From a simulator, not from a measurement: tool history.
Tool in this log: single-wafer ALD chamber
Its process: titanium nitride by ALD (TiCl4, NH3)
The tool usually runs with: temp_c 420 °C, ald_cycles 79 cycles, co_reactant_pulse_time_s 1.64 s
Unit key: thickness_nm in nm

run   hour  temp_c  ald_cycles  co_reactant_pulse_time_s  wafers since the last listed run  hours since the last thermocouple change  hours since the showerhead was replaced  hours since the gauge calibration  read-back reference wafer on the same gauge, thickness_nm  thickness_nm
  1      0     420          79                      1.44                                 0                                    1280.1                                   5242.9                              136.8                                                      1.472         1.623
  2   22.6     420          79                      1.44                                54                                    1302.7                                   5265.5                              159.4                                                       1.47         1.619
  3   35.6     420          79                      1.44                                31                                    1315.7                                   5278.5                              172.4                                                       1.47         1.622
  4   70.1     420          91                      1.92                                82                                    1350.2                                     5313                              206.9                                                       1.47         1.879
     118.4  -- thermocouple changed; heater temperature recalibrated
  5  118.9     420          91                      1.92                                97                                       0.5                                   5361.8                              255.7                                                      1.468         1.876
     128.2  -- gauge calibrated
  6    142     420          79                      1.64                                55                                      23.6                                   5384.9                               13.8                                                      1.475         1.629
  7  172.6     420          79                      1.64                                73                                      54.2                                   5415.5                               44.4                                                      1.472         1.622
  8  199.5     434          92                      1.38                                64                                      81.1                                   5442.4                               71.3                                                      1.469         1.886
  9  213.5     420          79                      1.96                                33                                      95.1                                   5456.4                               85.3                                                      1.467         1.624
     223.3  -- showerhead replaced
 10  243.5     405          79                      1.64                                52                                     125.1                                     20.2                              115.3                                                      1.465         1.608
 11  276.7     415          90                      1.64                                79                                     158.3                                     53.4                              148.5                                                      1.463          1.83
 12  311.1     420          79                      1.64                                82                                     192.7                                     87.8                              182.9                                                      1.462          1.61
 13  336.4     420          79                      1.64                                60                                       218                                    113.1                              208.2                                                      1.462         1.616
 14  365.6     410          93                       1.3                                70                                     247.2                                    142.3                              237.4                                                      1.462         1.872
 15  382.4     411          91                      1.01                                40                                       264                                    159.1                              254.2                                                      1.461         1.819

Here are 4 independent what-if runs from the current tool condition. What would each one return?
  A   383     420          79                      1.64                                 1                                     264.6                                    159.7                              254.8                                                          ?             ?
  B   383     407          73                      1.64                                 1                                     264.6                                    159.7                              254.8                                                          ?             ?
  C   383     420          84                      1.64                                 1                                     264.6                                    159.7                              254.8                                                          ?             ?
  D   383     420          79                      2.26                                 1                                     264.6                                    159.7                              254.8                                                          ?             ?

run  read-back reference wafer on the same gauge, thickness_nm  thickness_nm
  A                                                      1.459         1.617
  B                                                      1.459         1.486
  C                                                      1.459          1.72
  D                                                      1.459         1.631
Without the tool's hidden state the same runs would have given:
run  thickness_nm
  A         1.639
  B         1.507
  C         1.743
  D         1.653

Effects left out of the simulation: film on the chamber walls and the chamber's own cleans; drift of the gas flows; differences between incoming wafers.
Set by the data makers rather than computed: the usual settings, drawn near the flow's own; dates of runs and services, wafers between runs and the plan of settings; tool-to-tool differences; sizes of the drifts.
